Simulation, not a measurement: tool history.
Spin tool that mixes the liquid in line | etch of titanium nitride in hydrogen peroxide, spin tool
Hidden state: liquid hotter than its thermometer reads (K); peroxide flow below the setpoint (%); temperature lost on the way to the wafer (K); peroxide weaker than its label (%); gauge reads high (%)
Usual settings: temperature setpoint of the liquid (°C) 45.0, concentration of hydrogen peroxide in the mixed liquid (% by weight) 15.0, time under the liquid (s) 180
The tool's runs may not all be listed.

run	hour	temperature setpoint of the liquid (°C)	concentration of hydrogen peroxide in the mixed liquid (% by weight)	time under the liquid (s)	wafers since the last listed run	hours since the thermometer was replaced	hours since the peroxide flow meter was replaced	hours since the heated supply line was repaired	hours since the drum of peroxide was connected	hours since the gauge calibration	read-back film thickness of the titanium nitride reference wafer, read on the same gauge (nm)	thickness taken off the titanium nitride on a monitor wafer (angstrom)
1	0.0	45.0	15.0	180	0	2941.4	1173.4	1580.9	250.3	183.2	80.02	40.2
2	11.2	45.0	15.0	180	62	2952.6	1184.6	1592.1	261.5	194.4	80.05	41.1
3	22.8	45.0	15.0	180	64	2964.2	1196.2	1603.7	273.1	206.0	80.04	40.4
4	39.3	48.0	15.0	155	92	2980.7	1212.7	1620.2	289.6	222.5	80.05	43.0
5	54.0	43.0	15.0	180	82	2995.4	1227.4	1634.9	304.3	237.2	80.03	34.2
# hour 57.3: thermometer replaced
6	71.0	43.0	15.0	180	89	13.7	1244.4	1651.9	321.3	254.2	80.04	33.7
7	84.0	43.0	15.0	180	72	26.7	1257.4	1664.9	334.3	267.2	79.96	34.6
# hour 97.3: new drum of peroxide connected
8	101.6	45.0	15.0	180	92	44.3	1275.0	1682.5	4.3	284.8	79.98	38.9
9	116.9	45.0	15.0	180	85	59.6	1290.3	1697.8	19.6	300.1	79.97	39.3
10	129.3	45.0	19.0	220	69	72.0	1302.7	1710.2	32.0	312.5	80.04	51.4
# hour 135.3: gauge calibrated
11	141.4	45.0	13.5	180	67	84.1	1314.8	1722.3	44.1	6.1	80.00	38.8
12	158.4	45.0	19.0	180	94	101.1	1331.8	1739.3	61.1	23.1	80.02	41.1
13	170.9	45.0	15.0	150	69	113.6	1344.3	1751.8	73.6	35.6	79.98	32.8
14	177.0	51.5	15.0	180	34	119.7	1350.4	1757.9	79.7	41.7	80.02	63.6
# hour 184.6: heated supply line repaired
15	187.2	43.0	15.0	180	51	129.9	1360.6	2.6	89.9	51.9	79.98	44.5
# hour 195.4: peroxide flow meter replaced
16	199.9	45.0	12.5	180	65	142.6	4.5	15.3	102.6	64.6	80.05	50.9
17	213.3	45.0	18.0	180	74	156.0	17.9	28.7	116.0	78.0	80.04	53.9
18	225.3	45.0	15.0	180	66	168.0	29.9	40.7	128.0	90.0	79.98	51.6
19	242.8	45.0	15.0	180	97	185.5	47.4	58.2	145.5	107.5	79.99	52.5
20	276.0	45.0	15.0	135	185	218.7	80.6	91.4	178.7	140.7	80.00	38.5
21	289.5	38.0	18.0	180	75	232.2	94.1	104.9	192.2	154.2	80.03	30.9
22	301.1	45.0	13.0	115	64	243.8	105.7	116.5	203.8	165.8	80.07	31.3
23	310.4	45.0	13.0	125	51	253.1	115.0	125.8	213.1	175.1	79.96	33.8
24	318.2	54.0	13.5	85	43	260.9	122.8	133.6	220.9	182.9	80.02	45.4
25	333.4	52.0	17.5	245	84	276.1	138.0	148.8	236.1	198.1	79.98	118.1

Forecast each of these 4 alternatives for the next run:
A	333.9	38.0	15.0	180	2	276.6	138.5	149.3	236.6	198.6	?	?
B	333.9	39.0	15.0	180	2	276.6	138.5	149.3	236.6	198.6	?	?
C	333.9	51.5	19.5	240	2	276.6	138.5	149.3	236.6	198.6	?	?
D	333.9	45.0	18.5	255	2	276.6	138.5	149.3	236.6	198.6	?	?

run	read-back film thickness of the titanium nitride reference wafer, read on the same gauge (nm)	thickness taken off the titanium nitride on a monitor wafer (angstrom)
A	80.01	29.5
B	80.01	31.9
C	80.01	114.3
D	80.01	74.6
Without the tool's hidden state the same runs would have given:
run	thickness taken off the titanium nitride on a monitor wafer (angstrom)
A	30.4
B	32.9
C	117.6
D	76.9
